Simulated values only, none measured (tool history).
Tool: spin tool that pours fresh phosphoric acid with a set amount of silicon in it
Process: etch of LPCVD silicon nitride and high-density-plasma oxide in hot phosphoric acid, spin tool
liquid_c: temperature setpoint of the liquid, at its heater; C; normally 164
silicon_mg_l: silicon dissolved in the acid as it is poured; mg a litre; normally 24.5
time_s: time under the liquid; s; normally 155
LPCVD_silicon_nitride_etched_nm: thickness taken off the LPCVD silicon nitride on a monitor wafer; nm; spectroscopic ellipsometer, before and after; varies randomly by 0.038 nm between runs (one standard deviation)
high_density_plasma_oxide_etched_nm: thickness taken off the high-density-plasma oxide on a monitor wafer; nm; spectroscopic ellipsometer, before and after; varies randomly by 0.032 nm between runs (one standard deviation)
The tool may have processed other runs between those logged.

run,hour,liquid_c,silicon_mg_l,time_s,"read-back film thickness of the LPCVD silicon nitride reference wafer, read on the same gauge (nm)","read-back film thickness of the high-density-plasma oxide reference wafer, read on the same gauge (nm)",LPCVD_silicon_nitride_etched_nm,high_density_plasma_oxide_etched_nm
1,0,164,17,155,110.01,139.991,15.36,0.442
2,17.2,164,17,155,109.98,139.995,15.38,0.444
3,32.7,164,24.5,215,110,139.955,21.36,0.587
# hour 40.6: heated supply line repaired
4,46.5,164,24.5,215,109.98,139.993,21.39,0.549
5,62.7,164,24.5,155,109.99,140.044,15.38,0.449
6,71,166,24.5,155,109.98,139.991,16.48,0.452
7,83.9,164,24.5,155,110,140.011,15.44,0.427
8,95.1,164,24.5,155,109.99,140.023,15.38,0.394
# hour 101.3: thermometer replaced
9,108.4,164,14,245,110.01,140.042,23.02,0.874
10,118,166.5,43.5,250,110.01,140.018,25.63,0.247
# hour 126.7: gauge calibrated
11,128.1,164,24.5,155,110.01,139.982,14.57,0.389
12,136.9,164,24.5,155,109.98,140.004,14.57,0.393
13,146.7,165,24.5,95,110.01,140.007,9.29,0.231
14,160.6,165,9,65,109.99,140.028,6.36,0.264
15,169.4,164,14,155,110,140.024,14.6,0.444
16,175.8,164,24.5,155,110.01,140.029,14.65,0.361
# hour 186.3: dissolved silicon flow meter replaced
17,192.3,166,24.5,65,110,140.027,6.57,0.175
18,208.1,164,5,105,110,140.008,9.97,0.404
19,220.8,164,24.5,155,110.01,139.975,14.72,0.387
20,234.1,164,5,105,109.99,140.008,10,0.375
21,241.4,164,24.5,155,110.01,139.989,14.73,0.341
22,253.7,164,40,155,109.97,139.986,14.7,0.209

Alternative continuations, all from the tool just after run 22; predict every row:
A,254.2,164,5.5,155,?,?,?,?
B,254.2,164,16,225,?,?,?,?
C,254.2,163,41.5,130,?,?,?,?

run,"read-back film thickness of the LPCVD silicon nitride reference wafer, read on the same gauge (nm)","read-back film thickness of the high-density-plasma oxide reference wafer, read on the same gauge (nm)",LPCVD_silicon_nitride_etched_nm,high_density_plasma_oxide_etched_nm
A,109.97,140.035,14.73,0.534
B,109.97,140.035,21.39,0.611
C,109.97,140.035,11.96,0.114
What these runs would have given with no unlogged condition in the tool:
run,LPCVD_silicon_nitride_etched_nm,high_density_plasma_oxide_etched_nm
A,14.31,0.501
B,20.78,0.573
C,11.61,0.107
